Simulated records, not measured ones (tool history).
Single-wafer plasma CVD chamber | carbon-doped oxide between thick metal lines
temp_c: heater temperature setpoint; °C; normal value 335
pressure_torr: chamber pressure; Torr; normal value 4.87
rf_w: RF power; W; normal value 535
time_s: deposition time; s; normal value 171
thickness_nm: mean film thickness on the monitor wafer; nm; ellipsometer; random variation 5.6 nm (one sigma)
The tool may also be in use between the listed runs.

run,day,temp_c,pressure_torr,rf_w,time_s,wafers since the last listed run,hours since the last thermocouple change,hours since the last RF generator calibration,hours since the last manometer calibration,hours since the showerhead was replaced,hours since the gauge calibration,"read-back reference wafer on the same gauge, thickness_nm",thickness_nm
1,0,335,4.87,535,154,0,1172.8,1258.5,2003.3,5689.8,1323.4,795.78,833.362
2,2.379,335,4.87,535,171,529,1229.9,1315.6,2060.4,5746.9,1380.5,794.098,928.612
3,5.5,335,4.87,535,171,694,1304.8,1390.5,2135.3,5821.8,1455.4,792.893,922.205
4,7.638,335,4.87,535,171,475,1356.1,1441.8,2186.6,5873.1,1506.7,793.202,932.647
5,9.342,345,4.87,535,171,379,1397,1482.7,2227.5,5914,1547.6,793.228,908.764
6,11.004,345,4.87,535,171,369,1436.9,1522.6,2267.4,5953.9,1587.5,793.38,904.214
7,13.15,335,4.87,535,150,477,1488.4,1574.1,2318.9,6005.4,1639,794.498,819.259
8,16.279,335,4.87,535,150,696,1563.5,1649.2,2394,6080.5,1714.1,794.057,810.848
9,18.871,335,4.87,535,150,576,1625.7,1711.4,2456.2,6142.7,1776.3,791.42,811.599
10,21.55,328,4.87,535,171,596,1690,1775.7,2520.5,6207,1840.6,793.204,946.903
11,25.058,340,4.87,615,171,780,1774.2,1859.9,2604.7,6291.2,1924.8,793.566,969.911
# day 26.079: showerhead replaced
12,28.454,335,4.87,535,159,681,1855.7,1941.4,2686.2,57,2006.3,794.703,848.659
13,30.579,348,5.79,455,198,472,1906.7,1992.4,2737.2,108,2057.3,791.699,965.976
14,32.442,335,4.87,535,171,414,1951.4,2037.1,2781.9,152.7,2102,794.345,924.522
# day 34.104: capacitance manometer re-zeroed and calibrated
# day 34.188: RF generator calibrated
15,36.046,335,5.31,535,171,709,2037.9,44.6,46.6,239.2,2188.5,793.408,962.231
16,39.012,335,4.87,535,171,660,2109.1,115.8,117.8,310.4,2259.7,792.981,952.19
# day 41.246: thermocouple changed; heater temperature recalibrated
17,42.875,343,4.53,600,157,785,39.1,208.5,210.5,403.1,2352.4,793.992,892.324
18,46.267,344,4.87,570,171,754,120.5,289.9,291.9,484.5,2433.8,792.863,949.534
19,48.558,335,4.87,535,171,510,175.5,344.9,346.9,539.5,2488.8,794.565,944.452
# day 49.45: gauge calibrated
20,51.604,325,4.87,535,171,677,248.6,418,420,612.6,51.7,793.748,982.759
21,54.188,331,4.87,535,171,574,310.6,480,482,674.6,113.7,792.897,953.081
22,56.575,330,4.87,465,171,531,367.9,537.3,539.3,731.9,171,794.829,890.07

Predict the results of run 23:
23,60.046,335,4.87,535,171,772,451.2,620.6,622.6,815.2,254.3,?,?

read-back reference wafer on the same gauge, thickness_nm: 793.516
thickness_nm: 943.19 nm
Minus the tool's unlogged condition, the same run would have read thickness_nm 956.141 nm.
